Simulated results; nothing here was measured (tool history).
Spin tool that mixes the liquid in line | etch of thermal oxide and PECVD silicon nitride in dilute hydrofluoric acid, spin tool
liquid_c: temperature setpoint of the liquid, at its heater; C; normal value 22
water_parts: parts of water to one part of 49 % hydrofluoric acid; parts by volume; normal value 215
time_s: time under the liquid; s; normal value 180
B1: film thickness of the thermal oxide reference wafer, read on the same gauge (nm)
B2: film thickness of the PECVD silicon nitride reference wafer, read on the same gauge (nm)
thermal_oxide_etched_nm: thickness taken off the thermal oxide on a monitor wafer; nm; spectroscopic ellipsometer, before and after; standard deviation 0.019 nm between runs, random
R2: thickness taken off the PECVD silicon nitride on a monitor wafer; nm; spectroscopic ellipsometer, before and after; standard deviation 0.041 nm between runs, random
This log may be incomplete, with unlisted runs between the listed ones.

Run 1, day 0: usual settings but liquid_c 23.5 C, time_s 115 s; B1 119.98; B2 89.978. Result: thermal_oxide_etched_nm 2.108 nm, R2 1.615 nm.
At day 0.742: gauge calibrated.
Run 2, day 2.404: usual settings; B1 120.048; B2 89.978. Result: thermal_oxide_etched_nm 3.145 nm, R2 2.357 nm.
Run 3, day 5.146: usual settings; B1 120.014; B2 90.006. Result: thermal_oxide_etched_nm 3.187 nm, R2 2.328 nm.
Run 4, day 6.154: usual settings but water_parts 170 parts by volume, time_s 230 s; B1 120.017; B2 90.026. Result: thermal_oxide_etched_nm 5.304 nm, R2 3.729 nm.
Run 5, day 7.275: usual settings but water_parts 300 parts by volume; B1 120.016; B2 89.981. Result: thermal_oxide_etched_nm 2.068 nm, R2 1.701 nm.
Run 6, day 8.925: usual settings but water_parts 300 parts by volume; B1 120.012; B2 90.015. Result: thermal_oxide_etched_nm 2.069 nm, R2 1.667 nm.
Run 7, day 10.525: usual settings but water_parts 300 parts by volume; B1 120.021; B2 90.01. Result: thermal_oxide_etched_nm 2.079 nm, R2 1.706 nm.
Run 8, day 12.412: usual settings; B1 119.992; B2 89.999. Result: thermal_oxide_etched_nm 3.17 nm, R2 2.382 nm.
Run 9, day 14.746: usual settings; B1 119.966; B2 90.026. Result: thermal_oxide_etched_nm 3.134 nm, R2 2.379 nm.
Run 10, day 16.588: usual settings; B1 120.014; B2 89.99. Result: thermal_oxide_etched_nm 3.143 nm, R2 2.42 nm.
Run 11, day 19.325: usual settings; B1 120.018; B2 89.995. Result: thermal_oxide_etched_nm 3.183 nm, R2 2.38 nm.
Run 12, day 21.079: usual settings but time_s 265 s; B1 120.014; B2 89.987. Result: thermal_oxide_etched_nm 4.68 nm, R2 3.553 nm.
At day 22.775: hydrofluoric acid flow meter replaced.
Run 13, day 23.925: usual settings but liquid_c 18.5 C, water_parts 315 parts by volume, time_s 100 s; B1 120.04; B2 90.013. Result: thermal_oxide_etched_nm 0.963 nm, R2 0.715 nm.
Run 14, day 25.733: usual settings; B1 120.02; B2 89.99. Result: thermal_oxide_etched_nm 3.178 nm, R2 2.458 nm.
Run 15, day 27.142: usual settings; B1 119.959; B2 90.009. Result: thermal_oxide_etched_nm 3.227 nm, R2 2.43 nm.
Run 16, day 29.838: usual settings; B1 119.972; B2 90.035. Result: thermal_oxide_etched_nm 3.221 nm, R2 2.432 nm.
At day 30.75: thermometer replaced.
Run 17, day 31.683: usual settings but liquid_c 26 C, water_parts 185 parts by volume, time_s 75 s; B1 120.006; B2 89.999. Result: thermal_oxide_etched_nm 1.7 nm, R2 1.313 nm.
At day 33.025: gauge calibrated.
Run 18, day 33.625: usual settings but liquid_c 26.5 C; B1 120.011; B2 90.002. Result: thermal_oxide_etched_nm 3.438 nm, R2 2.748 nm.
Run 19, day 36.517: usual settings but water_parts 270 parts by volume, time_s 280 s; B1 120.006; B2 89.988. Result: thermal_oxide_etched_nm 3.452 nm, R2 2.644 nm.
Run 20, day 39.221: usual settings but liquid_c 23.5 C, water_parts 165 parts by volume; B1 119.981; B2 90.014. Result: thermal_oxide_etched_nm 4.305 nm, R2 3.001 nm.
Run 21, day 41.079: usual settings but liquid_c 25.5 C; B1 119.998; B2 90.015. Result: thermal_oxide_etched_nm 3.367 nm, R2 2.629 nm.
Run 22, day 42.992: usual settings but water_parts 170 parts by volume, time_s 230 s; B1 119.995; B2 89.992. Result: thermal_oxide_etched_nm 5.006 nm, R2 3.359 nm.
Run 23, day 46.617: usual settings but liquid_c 24.5 C; B1 120.017; B2 90.001. Result: thermal_oxide_etched_nm 3.263 nm, R2 2.483 nm.

Hidden state or all else? Some run-to-run changes of thermal_oxide_etched_nm, split into what the settings, what came in and random variation would give without the hidden state, and what is left for the hidden state (with any gauge scatter that isn't in both results):
Hidden conditions of the tool in this case: liquid hotter than its thermometer reads (K); hydrofluoric acid flow below the setpoint (%); gauge reads high (%).
Run 4 -> 5: water_parts 170 -> 300, time_s 230 -> 180. thermal_oxide_etched_nm -3.236 nm: hidden state -0.256, all else -2.98.
Run 12 -> 13: liquid_c 22 -> 18.5, water_parts 215 -> 315, time_s 265 -> 100, hydrofluoric acid flow meter replaced. thermal_oxide_etched_nm -3.717 nm: hidden state -0.323, all else -3.394.
Run 16 -> 17: liquid_c 22 -> 26, water_parts 215 -> 185, time_s 180 -> 75, thermometer replaced. thermal_oxide_etched_nm -1.521 nm: hidden state -0.298, all else -1.223.
